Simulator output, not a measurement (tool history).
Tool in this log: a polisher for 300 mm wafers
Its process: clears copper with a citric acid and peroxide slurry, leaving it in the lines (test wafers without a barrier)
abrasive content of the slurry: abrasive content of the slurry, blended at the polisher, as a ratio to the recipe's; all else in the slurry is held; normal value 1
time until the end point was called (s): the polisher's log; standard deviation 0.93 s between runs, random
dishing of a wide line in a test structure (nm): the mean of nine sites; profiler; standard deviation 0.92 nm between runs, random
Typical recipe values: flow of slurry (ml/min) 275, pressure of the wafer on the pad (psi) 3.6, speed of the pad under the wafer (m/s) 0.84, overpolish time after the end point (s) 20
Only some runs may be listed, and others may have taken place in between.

| run | hour | flow of slurry (ml/min) | pressure of the wafer on the pad (psi) | speed of the pad under the wafer (m/s) | abrasive content of the slurry | overpolish time after the end point (s) | wafers since the last listed run | wafers polished on this pad | hours since the slurry nozzle was cleaned | hours since the head pressure was calibrated | hours since the slurry blender was calibrated | incoming thickness of the incoming film, nm | time until the end point was called (s) | dishing of a wide line in a test structure (nm) |
|---|---|---|---|---|---|---|---|---|---|---|---|---|---|---|
| 1 | 0 | 275 | 3.6 | 0.84 | 1 | 20 | 0 | 1791 | 14.6 | 409.3 | 140.2 | 255.9 | 101.5 | 37 |
|  | 42.5 | head pressure recalibrated |
|  | 55.3 | worn pad replaced by a new one |
| 2 | 86.3 | 275 | 3.6 | 0.84 | 1 | 20 | 482 | 186 | 100.9 | 43.8 | 226.5 | 255.7 | 102.2 | 38.2 |
| 3 | 168.6 | 275 | 3.6 | 0.84 | 1 | 20 | 494 | 680 | 183.2 | 126.1 | 308.8 | 256 | 107 | 37.5 |
|  | 201 | slurry blender recalibrated |
| 4 | 251.8 | 275 | 3.6 | 0.84 | 1 | 20 | 488 | 1168 | 266.4 | 209.3 | 50.8 | 255.9 | 101 | 38.1 |
| 5 | 312.4 | 275 | 3.6 | 0.84 | 1 | 20 | 364 | 1533 | 327 | 269.9 | 111.4 | 254.2 | 100.3 | 38.6 |
|  | 390.9 | slurry nozzle cleaned |
|  | 403.4 | worn pad replaced by a new one |
| 6 | 417.2 | 340 | 3.6 | 0.68 | 1 | 20 | 599 | 83 | 26.3 | 374.7 | 216.2 | 253.7 | 121.4 | 33 |
| 7 | 524.2 | 340 | 3.6 | 0.68 | 1 | 20 | 643 | 726 | 133.3 | 481.7 | 323.2 | 257.9 | 124.9 | 31.8 |
|  | 547.3 | slurry blender recalibrated |
| 8 | 564.6 | 275 | 3.6 | 0.94 | 1 | 20 | 230 | 957 | 173.7 | 522.1 | 17.3 | 257.1 | 93.5 | 41.5 |
|  | 623.9 | head pressure recalibrated |
| 9 | 655.5 | 275 | 3.6 | 0.94 | 1 | 20 | 534 | 1491 | 264.6 | 31.6 | 108.2 | 253.2 | 90.1 | 41.4 |
|  | 698 | worn pad replaced by a new one |
| 10 | 761.9 | 275 | 3.6 | 0.84 | 1 | 20 | 615 | 384 | 371 | 138 | 214.6 | 252.5 | 101.7 | 39.7 |
|  | 778.2 | slurry nozzle cleaned |
|  | 839.8 | slurry blender recalibrated |
| 11 | 864.8 | 275 | 3.6 | 0.84 | 1 | 20 | 600 | 984 | 86.6 | 240.9 | 25 | 249.3 | 99.3 | 39.5 |
| 12 | 910.4 | 310 | 3.6 | 0.84 | 1 | 20 | 274 | 1259 | 132.2 | 286.5 | 70.6 | 251.1 | 96.9 | 38.9 |
| 13 | 975.5 | 275 | 2.6 | 0.56 | 0.85 | 20 | 391 | 1650 | 197.3 | 351.6 | 135.7 | 254.7 | 195.3 | 20.8 |
|  | 1049.5 | worn pad replaced by a new one |
| 14 | 1071.8 | 275 | 3.6 | 0.74 | 0.75 | 20 | 554 | 133 | 293.6 | 447.9 | 232 | 251.7 | 124.9 | 31.6 |
| 15 | 1117 | 275 | 3.6 | 0.84 | 1 | 20 | 271 | 405 | 338.8 | 493.1 | 277.2 | 250.7 | 102.6 | 37.9 |
|  | 1147.8 | slurry nozzle cleaned |
|  | 1162.3 | head pressure recalibrated |
| 16 | 1181.1 | 230 | 3.6 | 0.72 | 1 | 20 | 367 | 772 | 33.3 | 18.8 | 341.3 | 250 | 120.9 | 33 |
|  | 1195.2 | slurry blender recalibrated |
| 17 | 1233.2 | 245 | 3.6 | 0.84 | 0.85 | 20 | 301 | 1074 | 85.4 | 70.9 | 38 | 253.5 | 106.2 | 37.3 |
| 18 | 1322.8 | 275 | 4.5 | 0.62 | 0.8 | 8 | 538 | 1612 | 175 | 160.5 | 127.6 | 258.7 | 116 | 14.8 |
|  | 1336.2 | worn pad replaced by a new one |
| 19 | 1425.4 | 275 | 3.6 | 0.84 | 1 | 20 | 592 | 536 | 277.6 | 263.1 | 230.2 | 257.1 | 103.5 | 38.1 |
| 20 | 1468.4 | 275 | 3.6 | 0.84 | 1 | 20 | 258 | 794 | 320.6 | 306.1 | 273.2 | 251.2 | 102 | 38.8 |
|  | 1507.5 | slurry nozzle cleaned |
| 21 | 1538 | 305 | 3.6 | 0.84 | 1.1 | 9 | 412 | 1207 | 30.5 | 375.7 | 342.8 | 255.2 | 102.2 | 19.1 |
|  | 1561.5 | slurry blender recalibrated |
|  | 1614.3 | head pressure recalibrated |
| 22 | 1614.8 | 185 | 4.7 | 1.06 | 1 | 27 | 437 | 1645 | 107.3 | 0.5 | 53.3 | 255.7 | 66.8 | 66.4 |

List, for all runs, the conditions of the tool that the log does not record:
removal rate lost through wear of the pad, %: 0 in every run
slurry flow missing at the pad, %: 0 in every run
deviation of the head's pressure from its setpoint, %: 0 in every run
H1: abrasive missing from the slurry, %
| run | H1 |
|---|---|
| 1 | 2.72 |
| 2 | 6.71 |
| 3 | 12.3 |
| 4 | 0.637 |
| 5 | 1.88 |
| 6 | 6.2 |
| 7 | 13.5 |
| 8 | 2.05 |
| 9 | 3.49 |
| 10 | 7.82 |
| 11 | 1.32 |
| 12 | 1.87 |
| 13 | 3.56 |
| 14 | 8.02 |
| 15 | 10.9 |
| 16 | 15.9 |
| 17 | 1.13 |
| 18 | 3 |
| 19 | 7.63 |
| 20 | 10.4 |
| 21 | 15.8 |
| 22 | 0.826 |
